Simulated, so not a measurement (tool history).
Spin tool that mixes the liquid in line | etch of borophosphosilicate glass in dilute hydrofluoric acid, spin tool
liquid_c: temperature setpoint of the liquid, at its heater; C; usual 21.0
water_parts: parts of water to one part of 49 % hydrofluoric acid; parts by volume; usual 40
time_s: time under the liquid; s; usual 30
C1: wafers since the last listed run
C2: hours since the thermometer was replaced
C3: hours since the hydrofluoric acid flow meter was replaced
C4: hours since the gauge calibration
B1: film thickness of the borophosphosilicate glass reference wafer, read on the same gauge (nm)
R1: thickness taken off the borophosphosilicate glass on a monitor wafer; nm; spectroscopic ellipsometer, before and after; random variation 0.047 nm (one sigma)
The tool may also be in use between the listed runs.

run 1 hour=0.0 | liquid_c=21.0 water_parts=40 time_s=20 | C1=0 C2=1065.2 C3=2030.2 C4=172.7 | B1=39.99 | R1=10.90
run 2 hour=15.6 | liquid_c=21.0 water_parts=40 time_s=20 | C1=217 C2=1080.8 C3=2045.8 C4=188.3 | B1=40.01 | R1=10.88
run 3 hour=26.1 | liquid_c=21.0 water_parts=40 time_s=20 | C1=146 C2=1091.3 C3=2056.3 C4=198.8 | B1=40.05 | R1=10.89
run 4 hour=42.4 | liquid_c=23.0 water_parts=40 time_s=30 | C1=227 C2=1107.6 C3=2072.6 C4=215.1 | B1=39.98 | R1=17.82
run 5 hour=53.4 | liquid_c=23.0 water_parts=40 time_s=30 | C1=153 C2=1118.6 C3=2083.6 C4=226.1 | B1=40.03 | R1=17.84
run 6 hour=66.1 | liquid_c=21.0 water_parts=50 time_s=40 | C1=176 C2=1131.3 C3=2096.3 C4=238.8 | B1=39.97 | R1=17.13
run 7 hour=76.9 | liquid_c=21.0 water_parts=50 time_s=40 | C1=150 C2=1142.1 C3=2107.1 C4=249.6 | B1=39.97 | R1=17.23
run 8 hour=91.3 | liquid_c=21.0 water_parts=50 time_s=40 | C1=200 C2=1156.5 C3=2121.5 C4=264.0 | B1=40.01 | R1=17.10
run 9 hour=104.8 | liquid_c=24.5 water_parts=40 time_s=30 | C1=188 C2=1170.0 C3=2135.0 C4=277.5 | B1=39.99 | R1=19.01
run 10 hour=120.3 | liquid_c=24.5 water_parts=40 time_s=30 | C1=216 C2=1185.5 C3=2150.5 C4=293.0 | B1=39.98 | R1=18.94
run 11 hour=127.2 | liquid_c=23.5 water_parts=20 time_s=45 | C1=96 C2=1192.4 C3=2157.4 C4=299.9 | B1=39.99 | R1=56.48
run 12 hour=133.7 | liquid_c=21.0 water_parts=55 time_s=30 | C1=90 C2=1198.9 C3=2163.9 C4=306.4 | B1=39.97 | R1=11.69
-- hour=136.0 gauge calibrated
run 13 hour=140.2 | liquid_c=22.5 water_parts=50 time_s=20 | C1=90 C2=1205.4 C3=2170.4 C4=4.2 | B1=40.00 | R1=9.14
run 14 hour=149.8 | liquid_c=25.0 water_parts=35 time_s=35 | C1=133 C2=1215.0 C3=2180.0 C4=13.8 | B1=40.00 | R1=26.04
run 15 hour=156.6 | liquid_c=21.0 water_parts=40 time_s=30 | C1=94 C2=1221.8 C3=2186.8 C4=20.6 | B1=39.99 | R1=16.36
-- hour=168.3 thermometer replaced
run 16 hour=173.2 | liquid_c=21.0 water_parts=40 time_s=30 | C1=217 C2=4.9 C3=2203.4 C4=37.2 | B1=39.96 | R1=14.79
-- hour=183.9 hydrofluoric acid flow meter replaced
run 17 hour=187.0 | liquid_c=17.5 water_parts=35 time_s=25 | C1=178 C2=18.7 C3=3.1 C4=51.0 | B1=39.94 | R1=13.98
run 18 hour=202.6 | liquid_c=25.5 water_parts=25 time_s=45 | C1=217 C2=34.3 C3=18.7 C4=66.6 | B1=39.98 | R1=50.58
run 19 hour=215.7 | liquid_c=24.5 water_parts=55 time_s=40 | C1=182 C2=47.4 C3=31.8 C4=79.7 | B1=39.98 | R1=18.84
run 20 hour=228.0 | liquid_c=17.5 water_parts=25 time_s=30 | C1=171 C2=59.7 C3=44.1 C4=92.0 | B1=39.99 | R1=23.92
run 21 hour=240.9 | liquid_c=21.0 water_parts=25 time_s=30 | C1=179 C2=72.6 C3=57.0 C4=104.9 | B1=39.98 | R1=27.69

What the log doesn't show, run by run:
gauge reads high (%): 0 in every run
H1: liquid hotter than its thermometer reads (K)
H2: hydrofluoric acid flow below the setpoint (%)
run=1 H1=2.36 H2=12.2
run=2 H1=2.4 H2=12.3
run=3 H1=2.42 H2=12.4
run=4 H1=2.45 H2=12.4
run=5 H1=2.47 H2=12.5
run=6 H1=2.5 H2=12.6
run=7 H1=2.52 H2=12.6
run=8 H1=2.55 H2=12.7
run=9 H1=2.57 H2=12.8
run=10 H1=2.61 H2=12.8
run=11 H1=2.62 H2=12.9
run=12 H1=2.63 H2=12.9
run=13 H1=2.65 H2=12.9
run=14 H1=2.66 H2=13
run=15 H1=2.68 H2=13
run=16 H1=0.253 H2=13.1
run=17 H1=0.28 H2=0.712
run=18 H1=0.312 H2=0.791
run=19 H1=0.338 H2=0.858
run=20 H1=0.363 H2=0.92
run=21 H1=0.388 H2=0.986

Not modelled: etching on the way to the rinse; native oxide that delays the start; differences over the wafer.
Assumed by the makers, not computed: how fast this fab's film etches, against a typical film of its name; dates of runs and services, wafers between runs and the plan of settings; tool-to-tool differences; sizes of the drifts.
